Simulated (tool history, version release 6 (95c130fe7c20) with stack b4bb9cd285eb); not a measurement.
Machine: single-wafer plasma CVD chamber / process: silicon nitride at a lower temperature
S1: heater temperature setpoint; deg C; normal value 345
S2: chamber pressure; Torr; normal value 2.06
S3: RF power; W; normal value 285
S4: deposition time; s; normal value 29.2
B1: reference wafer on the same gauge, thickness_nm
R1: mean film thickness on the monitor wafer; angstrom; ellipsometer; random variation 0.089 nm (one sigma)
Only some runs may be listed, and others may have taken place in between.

run	hour	S1	S2	S3	S4	B1	R1
1	0	345	2.06	285	29.2	31.902	325.47
2	22.1	345	2.06	285	29.2	31.883	325.2
3	37.1	345	2.06	285	29.2	31.88	325.34
4	62.9	345	2.06	285	27.6	31.914	306.2
5	96.4	345	2.06	285	27.6	31.895	306.02
6	119.2	345	1.76	285	29.2	31.894	311.23
7	197.3	345	2.06	285	29.2	31.9	323.2
8	224.4	345	1.85	240	29.2	31.89	281.92
9	246.9	345	2.06	250	29.2	31.932	297.01
10	261.7	345	2.06	285	29.2	31.895	322.22
# hour 268.2: gauge calibrated
11	286.3	345	2.06	285	29.2	31.916	322.88
# hour 298.3: RF generator calibrated
# hour 302.7: thermocouple changed; heater temperature recalibrated
12	381.8	345	1.76	285	32.7	31.882	361.42
# hour 416.1: showerhead replaced
13	416.6	338	2.06	285	29.2	31.915	335.02
14	430.8	345	2.06	285	29.2	31.909	333.77
15	443.4	345	2.06	285	29.2	31.918	334.02
16	473.8	349	2.06	250	29.2	31.882	306.53
17	507.1	345	2.06	285	29.2	31.892	332.54
18	542.6	339	2.06	315	33.9	31.889	411.22
19	562.3	345	2.3	285	29.2	31.878	341.43
20	579.3	350	1.68	285	29.2	31.887	314.47
21	610.7	354	2.26	285	29.2	31.903	339.12
22	638.3	354	2.06	285	29.2	31.891	328.79
23	720	349	2.38	265	34.8	31.889	387.79
24	732.9	351	2.06	285	29.2	31.911	328.09
25	749.4	355	2.06	285	29.2	31.876	326.94
26	782.4	350	1.68	285	29.2	31.891	309.06
27	808.6	345	2.06	285	25.4	31.9	283.46

Consider 5 possible next runs. They are alternatives, not a sequence: every one starts from the tool as it was left by run 27. What does each give?
A	809	345	2.06	285	29.2	?	?
B	809	345	2.06	285	32.7	?	?
C	809	359	2.06	285	29.2	?	?
D	809	336	2.06	285	29.2	?	?
E	809	345	2.06	285	25.5	?	?

run	B1	R1
A	31.907	328.96
B	31.907	368.3
C	31.907	327.21
D	31.907	330.06
E	31.907	287.36
With no hidden state in the tool, these same runs would have given:
run	R1
A	340.92
B	381.68
C	339.1
D	342.05
E	297.81
